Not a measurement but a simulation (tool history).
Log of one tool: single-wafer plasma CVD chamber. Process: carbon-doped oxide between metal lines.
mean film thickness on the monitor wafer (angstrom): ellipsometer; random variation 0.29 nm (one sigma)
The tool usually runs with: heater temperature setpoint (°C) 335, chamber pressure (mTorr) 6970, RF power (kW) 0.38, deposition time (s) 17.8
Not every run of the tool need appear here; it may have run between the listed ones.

run	hour	heater temperature setpoint (°C)	chamber pressure (mTorr)	RF power (kW)	deposition time (s)	read-back reference wafer on the same gauge, thickness_nm	mean film thickness on the monitor wafer (angstrom)
1	0	335	6970	0.34	17.8	79.21	740.29
2	11.2	335	6970	0.34	17.8	79.233	740.91
3	21.9	335	6970	0.34	17.8	79.199	738.82
4	33.4	335	6970	0.38	17.8	79.315	817.81
5	50.5	335	6970	0.38	17.8	79.087	818.26
6	57	335	6970	0.38	17.8	79.253	815
7	65.4	339	6970	0.38	17.8	79.11	808.1
8	76.7	335	6970	0.38	17.8	79.216	817.63
9	87.7	335	6970	0.38	17.8	79.168	811.37
10	130.2	335	6970	0.38	15.7	79.18	714.9
11	140.8	335	6970	0.38	17.8	79.143	805.56
# hour 152.1: thermocouple changed; heater temperature recalibrated
12	152.6	335	6970	0.38	17.8	79.251	808.42
# hour 165.7: capacitance manometer re-zeroed and calibrated
13	166.2	335	6970	0.38	17.8	79.255	804.52
14	173	335	6970	0.38	17.8	79.269	805.11
15	186.8	335	6970	0.38	16.2	79.341	732.76
# hour 211.4: RF generator calibrated
16	211.9	335	6970	0.355	17.8	79.177	816.71
17	216.4	320	6520	0.31	16.7	79.111	710.37
18	224.5	321	5810	0.45	17.8	79.035	1035.44

The next listed run, before its measurement:
19	235	346	6970	0.38	17.8	?	?

read-back reference wafer on the same gauge, thickness_nm: 79.127
mean film thickness on the monitor wafer (angstrom): 843.91
Were there no unlogged condition in the tool, this run, its random variation unchanged, would have produced mean film thickness on the monitor wafer (angstrom) 848.67.
